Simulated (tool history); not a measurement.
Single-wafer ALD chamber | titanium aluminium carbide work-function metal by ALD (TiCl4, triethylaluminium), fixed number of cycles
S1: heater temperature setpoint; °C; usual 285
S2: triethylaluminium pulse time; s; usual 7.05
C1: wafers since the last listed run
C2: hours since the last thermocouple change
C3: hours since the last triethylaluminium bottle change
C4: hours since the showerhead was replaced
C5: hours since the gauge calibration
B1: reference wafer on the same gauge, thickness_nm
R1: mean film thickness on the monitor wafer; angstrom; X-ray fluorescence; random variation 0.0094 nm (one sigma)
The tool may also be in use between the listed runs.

run,hour,S1,S2,C1,C2,C3,C4,C5,B1,R1
1,0,285,7.05,0,1795.1,1006.4,2133.6,465.3,1.379,15.81
2,53.3,285,7.05,911,1848.4,1059.7,2186.9,518.6,1.38,15.86
3,97.3,285,7.05,752,1892.4,1103.7,2230.9,562.6,1.379,15.76
4,139.1,285,7.05,715,1934.2,1145.5,2272.7,604.4,1.381,15.66
5,165.5,285,7.05,451,1960.6,1171.9,2299.1,630.8,1.379,15.7
6,236.8,285,7.05,1219,2031.9,1243.2,2370.4,702.1,1.381,15.68
# hour 274.1: showerhead replaced
7,293,293,7.05,824,2088.1,1299.4,18.9,758.3,1.38,16.23
8,319.4,292,8.63,451,2114.5,1325.8,45.3,784.7,1.38,16.65
# hour 340.2: thermocouple changed; heater temperature recalibrated
# hour 345.4: gauge calibrated
9,384.4,285,7.05,975,44.2,1390.8,110.3,39,1.38,15.81
# hour 427.6: triethylaluminium bottle replaced
10,429,300,4.6,626,88.8,1.4,154.9,83.6,1.38,16.64
11,508.7,281,9.1,1363,168.5,81.1,234.6,163.3,1.38,16.76
12,576.8,292,4.39,1165,236.6,149.2,302.7,231.4,1.379,15.85
13,609.5,278,9.83,559,269.3,181.9,335.4,264.1,1.379,16.59
14,647.5,293,7.05,650,307.3,219.9,373.4,302.1,1.38,16.83
15,757.6,275,5.01,1883,417.4,330,483.5,412.2,1.379,14.76

3 ways to go on from here, each from the tool as it stands after run 15. What would each give?
A,758,285,7.05,6,417.8,330.4,483.9,412.6,?,?
B,758,271,6.3,6,417.8,330.4,483.9,412.6,?,?
C,758,280,9.13,6,417.8,330.4,483.9,412.6,?,?

run,B1,R1
A,1.381,16.03
B,1.381,14.88
C,1.381,16.27
Without the tool's hidden state the same runs would have given:
run,R1
A,16.51
B,15.37
C,16.66
